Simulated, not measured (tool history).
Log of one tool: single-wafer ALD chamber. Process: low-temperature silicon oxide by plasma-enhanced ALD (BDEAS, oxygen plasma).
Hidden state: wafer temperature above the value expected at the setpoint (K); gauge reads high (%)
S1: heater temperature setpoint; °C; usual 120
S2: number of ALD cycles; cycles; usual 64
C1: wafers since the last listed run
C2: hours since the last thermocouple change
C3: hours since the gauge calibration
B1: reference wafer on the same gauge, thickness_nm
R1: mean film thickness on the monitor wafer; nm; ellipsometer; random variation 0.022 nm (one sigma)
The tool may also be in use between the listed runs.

{"run": 1, "day": 0.0, "S1": 109, "S2": 56, "C1": 0, "C2": 1195.2, "C3": 98.8, "B1": 10.223, "R1": 8.023}
{"run": 2, "day": 0.325, "S1": 109, "S2": 56, "C1": 24, "C2": 1203.0, "C3": 106.6, "B1": 10.228, "R1": 8.022}
{"run": 3, "day": 0.771, "S1": 120, "S2": 64, "C1": 33, "C2": 1213.7, "C3": 117.3, "B1": 10.222, "R1": 8.955}
{"run": 4, "day": 1.083, "S1": 120, "S2": 64, "C1": 23, "C2": 1221.2, "C3": 124.8, "B1": 10.218, "R1": 9.039}
{"run": 5, "day": 1.683, "S1": 120, "S2": 54, "C1": 45, "C2": 1235.6, "C3": 139.2, "B1": 10.218, "R1": 7.584}
{"run": 6, "day": 3.588, "S1": 120, "S2": 54, "C1": 143, "C2": 1281.3, "C3": 184.9, "B1": 10.2, "R1": 7.599}
{"run": 7, "day": 4.067, "S1": 113, "S2": 68, "C1": 36, "C2": 1292.8, "C3": 196.4, "B1": 10.192, "R1": 9.66}
{"run": 8, "day": 4.35, "S1": 120, "S2": 64, "C1": 21, "C2": 1299.6, "C3": 203.2, "B1": 10.193, "R1": 8.953}
{"run": 9, "day": 5.038, "S1": 120, "S2": 64, "C1": 51, "C2": 1316.1, "C3": 219.7, "B1": 10.183, "R1": 8.955}
{"run": 10, "day": 5.946, "S1": 120, "S2": 64, "C1": 68, "C2": 1337.9, "C3": 241.5, "B1": 10.173, "R1": 8.93}
{"run": 11, "day": 6.504, "S1": 120, "S2": 64, "C1": 42, "C2": 1351.3, "C3": 254.9, "B1": 10.161, "R1": 8.955}
{"run": 12, "day": 6.879, "S1": 120, "S2": 64, "C1": 28, "C2": 1360.3, "C3": 263.9, "B1": 10.164, "R1": 8.932}
{"run": 13, "day": 7.4, "S1": 120, "S2": 64, "C1": 39, "C2": 1372.8, "C3": 276.4, "B1": 10.153, "R1": 8.946}
{"run": 14, "day": 7.975, "S1": 120, "S2": 64, "C1": 43, "C2": 1386.6, "C3": 290.2, "B1": 10.143, "R1": 8.911}
{"run": 15, "day": 8.579, "S1": 120, "S2": 64, "C1": 45, "C2": 1401.1, "C3": 304.7, "B1": 10.135, "R1": 8.877}
{"run": 16, "day": 9.208, "S1": 120, "S2": 64, "C1": 47, "C2": 1416.2, "C3": 319.8, "B1": 10.121, "R1": 8.868}
{"run": 17, "day": 9.717, "S1": 120, "S2": 64, "C1": 38, "C2": 1428.4, "C3": 332.0, "B1": 10.113, "R1": 8.884}
{"run": 18, "day": 10.162, "S1": 125, "S2": 64, "C1": 33, "C2": 1439.1, "C3": 342.7, "B1": 10.109, "R1": 8.817}
{"run": 19, "day": 10.788, "S1": 125, "S2": 64, "C1": 47, "C2": 1454.1, "C3": 357.7, "B1": 10.097, "R1": 8.795}
{"run": 20, "day": 11.242, "S1": 126, "S2": 64, "C1": 34, "C2": 1465.0, "C3": 368.6, "B1": 10.086, "R1": 8.794}
{"day": 11.404, "done": "gauge calibrated"}
{"run": 21, "day": 11.75, "S1": 120, "S2": 64, "C1": 38, "C2": 1477.2, "C3": 8.3, "B1": 10.215, "R1": 9.012}
{"run": 22, "day": 12.229, "S1": 113, "S2": 54, "C1": 36, "C2": 1488.7, "C3": 19.8, "B1": 10.214, "R1": 7.703}
{"run": 23, "day": 12.846, "S1": 112, "S2": 70, "C1": 46, "C2": 1503.5, "C3": 34.6, "B1": 10.212, "R1": 9.985}
{"run": 24, "day": 13.479, "S1": 120, "S2": 64, "C1": 47, "C2": 1518.7, "C3": 49.8, "B1": 10.212, "R1": 8.992}
{"run": 25, "day": 14.162, "S1": 107, "S2": 64, "C1": 51, "C2": 1535.1, "C3": 66.2, "B1": 10.212, "R1": 9.141}
{"run": 26, "day": 14.604, "S1": 120, "S2": 64, "C1": 33, "C2": 1545.7, "C3": 76.8, "B1": 10.209, "R1": 8.976}
{"run": 27, "day": 14.979, "S1": 120, "S2": 64, "C1": 28, "C2": 1554.7, "C3": 85.8, "B1": 10.21, "R1": 8.953}
{"day": 15.412, "done": "thermocouple changed; heater temperature recalibrated"}
{"run": 28, "day": 15.433, "S1": 112, "S2": 76, "C1": 9, "C2": 0.5, "C3": 96.7, "B1": 10.205, "R1": 10.757}
{"run": 29, "day": 15.996, "S1": 113, "S2": 60, "C1": 42, "C2": 14.0, "C3": 110.2, "B1": 10.206, "R1": 8.53}
{"run": 30, "day": 16.625, "S1": 124, "S2": 56, "C1": 47, "C2": 29.1, "C3": 125.3, "B1": 10.198, "R1": 7.787}
{"run": 31, "day": 17.217, "S1": 120, "S2": 64, "C1": 44, "C2": 43.3, "C3": 139.5, "B1": 10.196, "R1": 8.969}
{"run": 32, "day": 17.933, "S1": 114, "S2": 70, "C1": 54, "C2": 60.5, "C3": 156.7, "B1": 10.19, "R1": 9.9}
{"run": 33, "day": 18.517, "S1": 120, "S2": 64, "C1": 44, "C2": 74.5, "C3": 170.7, "B1": 10.188, "R1": 8.948}
{"run": 34, "day": 19.254, "S1": 120, "S2": 64, "C1": 55, "C2": 92.2, "C3": 188.4, "B1": 10.173, "R1": 8.955}
{"run": 35, "day": 19.558, "S1": 120, "S2": 64, "C1": 22, "C2": 99.5, "C3": 195.7, "B1": 10.173, "R1": 8.941}
{"run": 36, "day": 20.288, "S1": 113, "S2": 72, "C1": 55, "C2": 117.0, "C3": 213.2, "B1": 10.165, "R1": 10.156}
{"run": 37, "day": 20.962, "S1": 106, "S2": 61, "C1": 51, "C2": 133.2, "C3": 229.4, "B1": 10.158, "R1": 8.682}
{"run": 38, "day": 21.688, "S1": 120, "S2": 71, "C1": 54, "C2": 150.6, "C3": 246.8, "B1": 10.149, "R1": 9.902}
{"run": 39, "day": 22.162, "S1": 128, "S2": 60, "C1": 35, "C2": 162.0, "C3": 258.2, "B1": 10.142, "R1": 8.242}
{"run": 40, "day": 22.467, "S1": 109, "S2": 76, "C1": 22, "C2": 169.3, "C3": 265.5, "B1": 10.138, "R1": 10.728}
{"run": 41, "day": 22.846, "S1": 133, "S2": 56, "C1": 28, "C2": 178.4, "C3": 274.6, "B1": 10.131, "R1": 7.63}
{"run": 42, "day": 23.521, "S1": 120, "S2": 64, "C1": 51, "C2": 194.6, "C3": 290.8, "B1": 10.12, "R1": 8.892}

Forecast each of these 3 alternatives for the next run:
{"run": "A", "day": 23.542, "S1": 120, "S2": 64, "C1": 1, "C2": 195.1, "C3": 291.3, "B1": "?", "R1": "?"}
{"run": "B", "day": 23.542, "S1": 125, "S2": 51, "C1": 1, "C2": 195.1, "C3": 291.3, "B1": "?", "R1": "?"}
{"run": "C", "day": 23.542, "S1": 107, "S2": 53, "C1": 1, "C2": 195.1, "C3": 291.3, "B1": "?", "R1": "?"}

run=A B1=10.125 R1=8.923
run=B B1=10.125 R1=7.052
run=C B1=10.125 R1=7.548
Without the tool's hidden state the same runs would have given:
run=A R1=9.019
run=B R1=7.128
run=C R1=7.629
